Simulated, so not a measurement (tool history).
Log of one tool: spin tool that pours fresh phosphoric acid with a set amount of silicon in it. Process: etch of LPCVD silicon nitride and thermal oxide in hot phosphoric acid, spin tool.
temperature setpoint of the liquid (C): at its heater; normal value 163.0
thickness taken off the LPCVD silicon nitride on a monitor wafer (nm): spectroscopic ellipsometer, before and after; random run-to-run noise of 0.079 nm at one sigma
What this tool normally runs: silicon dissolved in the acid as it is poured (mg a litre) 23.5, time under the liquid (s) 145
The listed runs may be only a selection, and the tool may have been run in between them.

| run | day | temperature setpoint of the liquid (C) | silicon dissolved in the acid as it is poured (mg a litre) | time under the liquid (s) | wafers since the last listed run | hours since the thermometer was replaced | hours since the dissolved silicon flow meter was replaced | hours since the heated supply line was repaired | hours since the gauge calibration | read-back film thickness of the LPCVD silicon nitride reference wafer, read on the same gauge (nm) | thickness taken off the LPCVD silicon nitride on a monitor wafer (nm) |
|---|---|---|---|---|---|---|---|---|---|---|---|
| 1 | 0.000 | 163.0 | 23.5 | 145 | 0 | 1016.3 | 197.8 | 101.6 | 2094.6 | 89.97 | 15.16 |
| 2 | 1.725 | 163.0 | 23.5 | 145 | 256 | 1057.7 | 239.2 | 143.0 | 2136.0 | 90.01 | 15.25 |
| 3 | 3.392 | 163.0 | 23.5 | 145 | 248 | 1097.7 | 279.2 | 183.0 | 2176.0 | 90.00 | 15.13 |
|  | 3.967 | thermometer replaced |
| 4 | 5.800 | 163.0 | 23.5 | 200 | 352 | 44.0 | 337.0 | 240.8 | 2233.8 | 89.98 | 22.15 |
| 5 | 7.396 | 161.5 | 23.5 | 80 | 237 | 82.3 | 375.3 | 279.1 | 2272.1 | 89.98 | 8.40 |
| 6 | 9.879 | 161.0 | 33.0 | 145 | 369 | 141.9 | 434.9 | 338.7 | 2331.7 | 90.02 | 14.71 |
| 7 | 11.800 | 163.0 | 23.5 | 145 | 286 | 188.0 | 481.0 | 384.8 | 2377.8 | 90.01 | 15.66 |
| 8 | 15.267 | 163.0 | 23.5 | 145 | 516 | 271.2 | 564.2 | 468.0 | 2461.0 | 90.00 | 15.75 |
|  | 17.350 | gauge calibrated |
| 9 | 17.617 | 163.0 | 10.0 | 120 | 349 | 327.6 | 620.6 | 524.4 | 6.4 | 90.03 | 12.73 |
|  | 19.471 | dissolved silicon flow meter replaced |
| 10 | 19.962 | 163.0 | 35.5 | 145 | 343 | 383.9 | 11.8 | 580.7 | 62.7 | 89.99 | 15.43 |
| 11 | 21.508 | 163.0 | 23.5 | 145 | 230 | 421.0 | 48.9 | 617.8 | 99.8 | 90.01 | 15.23 |
| 12 | 22.667 | 163.0 | 23.5 | 145 | 172 | 448.8 | 76.7 | 645.6 | 127.6 | 89.97 | 15.36 |
| 13 | 23.825 | 164.5 | 6.5 | 175 | 172 | 476.6 | 104.5 | 673.4 | 155.4 | 89.98 | 19.28 |
| 14 | 24.996 | 161.0 | 33.0 | 145 | 174 | 504.7 | 132.6 | 701.5 | 183.5 | 89.98 | 14.22 |
|  | 27.258 | heated supply line repaired |
| 15 | 27.279 | 164.0 | 14.5 | 120 | 333 | 559.5 | 187.4 | 0.5 | 238.3 | 90.01 | 13.33 |
| 16 | 28.325 | 160.5 | 15.0 | 115 | 155 | 584.6 | 212.5 | 25.6 | 263.4 | 90.00 | 11.33 |
| 17 | 30.308 | 165.5 | 37.0 | 195 | 295 | 632.2 | 260.1 | 73.2 | 311.0 | 90.02 | 22.77 |
| 18 | 32.517 | 164.0 | 33.0 | 60 | 328 | 685.2 | 313.1 | 126.2 | 364.0 | 89.98 | 6.59 |
| 19 | 33.583 | 165.5 | 5.5 | 90 | 158 | 710.8 | 338.7 | 151.8 | 389.6 | 89.98 | 10.40 |
| 20 | 36.179 | 163.0 | 29.5 | 120 | 386 | 773.1 | 401.0 | 214.1 | 451.9 | 90.00 | 12.58 |
| 21 | 38.300 | 163.0 | 14.0 | 145 | 315 | 824.0 | 451.9 | 265.0 | 502.8 | 89.99 | 15.27 |
| 22 | 41.142 | 160.0 | 32.5 | 145 | 423 | 892.2 | 520.1 | 333.2 | 571.0 | 90.00 | 13.64 |

Consider 4 possible next runs. They are alternatives, not a sequence: every one starts from the tool as it was left by run 22. What does each give?
| A | 41.162 | 163.0 | 10.5 | 145 | 3 | 892.7 | 520.6 | 333.7 | 571.5 | ? | ? |
| B | 41.162 | 164.0 | 7.0 | 200 | 3 | 892.7 | 520.6 | 333.7 | 571.5 | ? | ? |
| C | 41.162 | 163.0 | 11.5 | 145 | 3 | 892.7 | 520.6 | 333.7 | 571.5 | ? | ? |
| D | 41.162 | 164.0 | 38.5 | 115 | 3 | 892.7 | 520.6 | 333.7 | 571.5 | ? | ? |

| run | read-back film thickness of the LPCVD silicon nitride reference wafer, read on the same gauge (nm) | thickness taken off the LPCVD silicon nitride on a monitor wafer (nm) |
|---|---|---|
| A | 89.99 | 15.28 |
| B | 89.99 | 21.80 |
| C | 89.99 | 15.28 |
| D | 89.99 | 12.53 |
What these runs would have given with no unlogged condition in the tool:
| run | thickness taken off the LPCVD silicon nitride on a monitor wafer (nm) |
|---|---|
| A | 16.40 |
| B | 23.38 |
| C | 16.40 |
| D | 13.45 |

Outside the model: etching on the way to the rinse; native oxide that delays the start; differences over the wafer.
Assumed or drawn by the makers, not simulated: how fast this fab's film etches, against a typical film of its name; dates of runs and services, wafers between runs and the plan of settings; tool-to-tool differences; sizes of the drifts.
